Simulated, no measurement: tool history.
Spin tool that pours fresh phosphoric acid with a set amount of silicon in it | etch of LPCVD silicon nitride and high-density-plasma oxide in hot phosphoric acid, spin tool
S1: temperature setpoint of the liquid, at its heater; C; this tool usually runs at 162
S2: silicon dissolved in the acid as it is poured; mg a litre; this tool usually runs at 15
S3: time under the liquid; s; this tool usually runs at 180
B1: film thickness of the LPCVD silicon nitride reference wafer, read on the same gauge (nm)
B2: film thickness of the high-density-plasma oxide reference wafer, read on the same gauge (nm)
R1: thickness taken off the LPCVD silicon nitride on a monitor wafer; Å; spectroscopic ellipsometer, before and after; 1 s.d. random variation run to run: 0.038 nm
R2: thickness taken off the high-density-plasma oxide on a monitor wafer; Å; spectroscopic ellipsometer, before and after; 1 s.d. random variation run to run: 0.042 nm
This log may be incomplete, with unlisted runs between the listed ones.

| run | hour | S1 | S2 | S3 | B1 | B2 | R1 | R2 |
|---|---|---|---|---|---|---|---|---|
| 1 | 0 | 162 | 9.5 | 180 | 90 | 119.967 | 155.5 | 2.8 |
| 2 | 40 | 162 | 9.5 | 180 | 90.01 | 119.998 | 154.8 | 2.91 |
| 3 | 56.1 | 160.5 | 15 | 180 | 89.99 | 119.978 | 146.7 | 1.75 |
|  | 62.3 | gauge calibrated |
| 4 | 70.1 | 160.5 | 15 | 180 | 90 | 120.026 | 146.7 | 2.04 |
| 5 | 82.8 | 162 | 11.5 | 180 | 89.99 | 119.993 | 154 | 2.48 |
| 6 | 89 | 162 | 11.5 | 180 | 90.02 | 120.005 | 154.1 | 2.25 |
| 7 | 100.7 | 162 | 11.5 | 180 | 90 | 119.976 | 154 | 2.8 |
| 8 | 110.1 | 162 | 21.5 | 180 | 90.02 | 119.997 | 154.3 | 2.24 |
| 9 | 121.1 | 162 | 15 | 180 | 89.99 | 119.983 | 153.4 | 2.44 |
|  | 130.1 | thermometer replaced |
| 10 | 132.3 | 162 | 5.5 | 180 | 89.99 | 119.979 | 170.6 | 3.45 |
| 11 | 143 | 162 | 11.5 | 180 | 90 | 120.004 | 171 | 3.02 |
|  | 156.3 | heated supply line repaired |
| 12 | 156.9 | 159.5 | 15 | 180 | 89.97 | 120.003 | 170.9 | 3.33 |
|  | 158.8 | dissolved silicon flow meter replaced |
| 13 | 169 | 163.5 | 6 | 100 | 90.02 | 119.981 | 109.1 | 3.11 |
| 14 | 181.5 | 165 | 7.5 | 255 | 90 | 119.987 | 291 | 7.83 |
| 15 | 194.4 | 165 | 7.5 | 255 | 90 | 119.986 | 290.3 | 6.11 |
| 16 | 204.6 | 162 | 3 | 180 | 90.01 | 119.998 | 186 | 5.18 |

5 options for the next run, each taken on its own from the tool as it stands now. Forecast them:
| A | 205.1 | 162 | 15 | 180 | ? | ? | ? | ? |
| B | 205.1 | 162 | 6.5 | 210 | ? | ? | ? | ? |
| C | 205.1 | 164.5 | 15 | 250 | ? | ? | ? | ? |
| D | 205.1 | 163 | 8 | 100 | ? | ? | ? | ? |
| E | 205.1 | 162 | 15 | 140 | ? | ? | ? | ? |

| run | B1 | B2 | R1 | R2 |
|---|---|---|---|---|
| A | 90 | 119.954 | 185.9 | 3.65 |
| B | 90 | 119.954 | 216.8 | 5.16 |
| C | 90 | 119.954 | 280.4 | 6.08 |
| D | 90 | 119.954 | 106.7 | 2.56 |
| E | 90 | 119.954 | 144.6 | 2.84 |
The same runs, with their run-to-run variation unchanged, on a tool lacking any hidden condition would have given:
| run | R1 | R2 |
|---|---|---|
| A | 187.7 | 3.72 |
| B | 218.9 | 5.27 |
| C | 283.1 | 6.21 |
| D | 107.8 | 2.62 |
| E | 146 | 2.9 |
